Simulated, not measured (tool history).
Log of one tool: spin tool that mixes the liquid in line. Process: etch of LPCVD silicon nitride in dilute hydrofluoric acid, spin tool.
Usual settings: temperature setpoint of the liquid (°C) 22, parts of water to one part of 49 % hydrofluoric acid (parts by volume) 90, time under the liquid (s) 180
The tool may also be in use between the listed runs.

| run | hour | temperature setpoint of the liquid (°C) | parts of water to one part of 49 % hydrofluoric acid (parts by volume) | time under the liquid (s) | wafers since the last listed run | hours since the thermometer was replaced | hours since the hydrofluoric acid flow meter was replaced | hours since the gauge calibration | read-back film thickness of the LPCVD silicon nitride reference wafer, read on the same gauge (nm) | thickness taken off the LPCVD silicon nitride on a monitor wafer (Å) |
|---|---|---|---|---|---|---|---|---|---|---|
| 1 | 0 | 22 | 70 | 180 | 0 | 1442.7 | 840.1 | 266.9 | 49.999 | 10.69 |
| 2 | 9.2 | 22 | 70 | 180 | 93 | 1451.9 | 849.3 | 276.1 | 50.032 | 10.64 |
| 3 | 21.7 | 22 | 90 | 180 | 127 | 1464.4 | 861.8 | 288.6 | 50.048 | 8.17 |
| 4 | 39.6 | 22 | 90 | 180 | 182 | 1482.3 | 879.7 | 306.5 | 49.974 | 8.1 |
| 5 | 81.7 | 22 | 105 | 180 | 428 | 1524.4 | 921.8 | 348.6 | 50.038 | 7 |
| 6 | 91.9 | 22 | 105 | 180 | 103 | 1534.6 | 932 | 358.8 | 50.035 | 7.45 |
| 7 | 102.3 | 22 | 105 | 180 | 105 | 1545 | 942.4 | 369.2 | 49.996 | 6.75 |
| 8 | 119.1 | 22 | 90 | 180 | 170 | 1561.8 | 959.2 | 386 | 50.051 | 8.55 |
| 9 | 132.6 | 22 | 90 | 180 | 137 | 1575.3 | 972.7 | 399.5 | 49.986 | 8.84 |
|  | 141 | thermometer replaced |
| 10 | 144.1 | 18.5 | 90 | 180 | 106 | 3.1 | 984.2 | 411 | 49.968 | 6.78 |
| 11 | 151 | 18.5 | 90 | 180 | 70 | 10 | 991.1 | 417.9 | 50.072 | 6.73 |
| 12 | 158.6 | 22 | 90 | 180 | 77 | 17.6 | 998.7 | 425.5 | 50.038 | 7.99 |
| 13 | 175.5 | 22 | 90 | 180 | 172 | 34.5 | 1015.6 | 442.4 | 50.029 | 7.91 |
| 14 | 182.5 | 22 | 90 | 180 | 71 | 41.5 | 1022.6 | 449.4 | 50.008 | 8.14 |
| 15 | 199.9 | 25.5 | 75 | 180 | 177 | 58.9 | 1040 | 466.8 | 50.013 | 12.33 |
|  | 204.7 | hydrofluoric acid flow meter replaced |
| 16 | 210.6 | 18.5 | 110 | 120 | 98 | 69.6 | 5.9 | 477.5 | 49.975 | 3.4 |
| 17 | 218.9 | 22 | 90 | 180 | 84 | 77.9 | 14.2 | 485.8 | 50.057 | 8.66 |
|  | 231.5 | gauge calibrated |
| 18 | 232.1 | 18.5 | 70 | 180 | 134 | 91.1 | 27.4 | 0.6 | 50.031 | 8.01 |
| 19 | 249.1 | 22 | 50 | 180 | 173 | 108.1 | 44.4 | 17.6 | 49.96 | 15.32 |
| 20 | 256.1 | 22 | 120 | 280 | 71 | 115.1 | 51.4 | 24.6 | 50.02 | 9.74 |
| 21 | 268.8 | 22 | 90 | 180 | 129 | 127.8 | 64.1 | 37.3 | 49.941 | 7.96 |
| 22 | 284.2 | 25.5 | 90 | 215 | 156 | 143.2 | 79.5 | 52.7 | 50.026 | 12.86 |
| 23 | 292.3 | 22 | 90 | 180 | 82 | 151.3 | 87.6 | 60.8 | 50.006 | 8.7 |
| 24 | 308.1 | 20.5 | 135 | 95 | 160 | 167.1 | 103.4 | 76.6 | 49.98 | 2.69 |
| 25 | 315.4 | 22 | 75 | 180 | 74 | 174.4 | 110.7 | 83.9 | 49.991 | 9.67 |
| 26 | 328.7 | 22 | 90 | 180 | 135 | 187.7 | 124 | 97.2 | 50.009 | 8.04 |
| 27 | 340.2 | 20 | 55 | 70 | 117 | 199.2 | 135.5 | 108.7 | 50.049 | 4.64 |
| 28 | 347 | 18.5 | 90 | 180 | 69 | 206 | 142.3 | 115.5 | 49.978 | 6.2 |
| 29 | 357.5 | 26.5 | 135 | 85 | 106 | 216.5 | 152.8 | 126 | 49.987 | 3.48 |
| 30 | 371.5 | 22 | 130 | 180 | 142 | 230.5 | 166.8 | 140 | 49.942 | 5.58 |
| 31 | 378.6 | 20 | 90 | 180 | 72 | 237.6 | 173.9 | 147.1 | 50.062 | 7.72 |
| 32 | 392.9 | 22 | 120 | 180 | 145 | 251.9 | 188.2 | 161.4 | 49.984 | 6.37 |

5 ways to go on from here, each from the tool as it stands after run 32. What would each give?
| A | 393.4 | 22 | 90 | 180 | 5 | 252.4 | 188.7 | 161.9 | ? | ? |
| B | 393.4 | 23.5 | 115 | 225 | 5 | 252.4 | 188.7 | 161.9 | ? | ? |
| C | 393.4 | 23.5 | 105 | 90 | 5 | 252.4 | 188.7 | 161.9 | ? | ? |
| D | 393.4 | 27 | 105 | 230 | 5 | 252.4 | 188.7 | 161.9 | ? | ? |
| E | 393.4 | 26 | 125 | 90 | 5 | 252.4 | 188.7 | 161.9 | ? | ? |

| run | read-back film thickness of the LPCVD silicon nitride reference wafer, read on the same gauge (nm) | thickness taken off the LPCVD silicon nitride on a monitor wafer (Å) |
|---|---|---|
| A | 49.949 | 8.03 |
| B | 49.949 | 8.71 |
| C | 49.949 | 3.81 |
| D | 49.949 | 12.24 |
| E | 49.949 | 3.77 |
Without the tool's hidden state the same runs would have given:
| run | thickness taken off the LPCVD silicon nitride on a monitor wafer (Å) |
|---|---|
| A | 8.03 |
| B | 8.71 |
| C | 3.81 |
| D | 12.24 |
| E | 3.77 |
